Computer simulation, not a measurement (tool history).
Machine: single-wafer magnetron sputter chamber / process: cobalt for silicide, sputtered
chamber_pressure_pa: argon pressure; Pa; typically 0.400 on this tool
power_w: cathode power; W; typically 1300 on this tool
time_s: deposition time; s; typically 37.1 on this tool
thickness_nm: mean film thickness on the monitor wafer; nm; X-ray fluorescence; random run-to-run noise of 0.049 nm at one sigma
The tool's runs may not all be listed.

run,hour,chamber_pressure_pa,power_w,time_s,"read-back reference wafer on the same gauge, thickness_nm",thickness_nm
1,0.0,0.400,1200,40.2,25.534,23.398
2,43.3,0.400,1400,37.1,25.523,25.223
3,79.3,0.400,1400,37.1,25.486,25.043
# hour 107.1: sputter target and shields replaced
4,114.4,0.400,1450,37.1,25.476,26.080
5,183.9,0.400,1450,37.1,25.465,26.047
6,220.6,0.400,1450,37.1,25.423,25.901
7,284.5,0.400,1300,35.3,25.408,22.162
# hour 321.9: gauge calibrated
8,326.0,0.290,1150,37.1,25.974,21.561
# hour 348.2: magnet pack replaced
# hour 355.8: capacitance manometer re-zeroed and calibrated
9,497.1,0.311,1150,33.5,25.897,19.343
10,550.0,0.252,1550,33.0,25.880,25.963
# hour 558.4: sputter target and shields replaced
11,600.7,0.400,1300,37.1,25.873,23.738
12,802.3,0.286,1300,30.7,25.754,20.095
13,861.0,0.529,1150,33.4,25.760,18.246
# hour 913.4: sputter target and shields replaced
14,921.2,0.400,1400,34.5,25.714,23.558

Each row is a separate what-if for the run after 14, all from the same tool condition, not one after another. Results?
A,921.6,0.400,1300,37.1,?,?
B,921.6,0.313,1450,30.5,?,?
C,921.6,0.523,1600,39.7,?,?
D,921.6,0.286,1300,37.1,?,?

run,"read-back reference wafer on the same gauge, thickness_nm",thickness_nm
A,25.684,23.674
B,25.684,22.158
C,25.684,30.295
D,25.684,24.320
Had the tool no hidden state, the same runs would have come out as:
run,thickness_nm
A,23.856
B,22.328
C,30.528
D,24.507
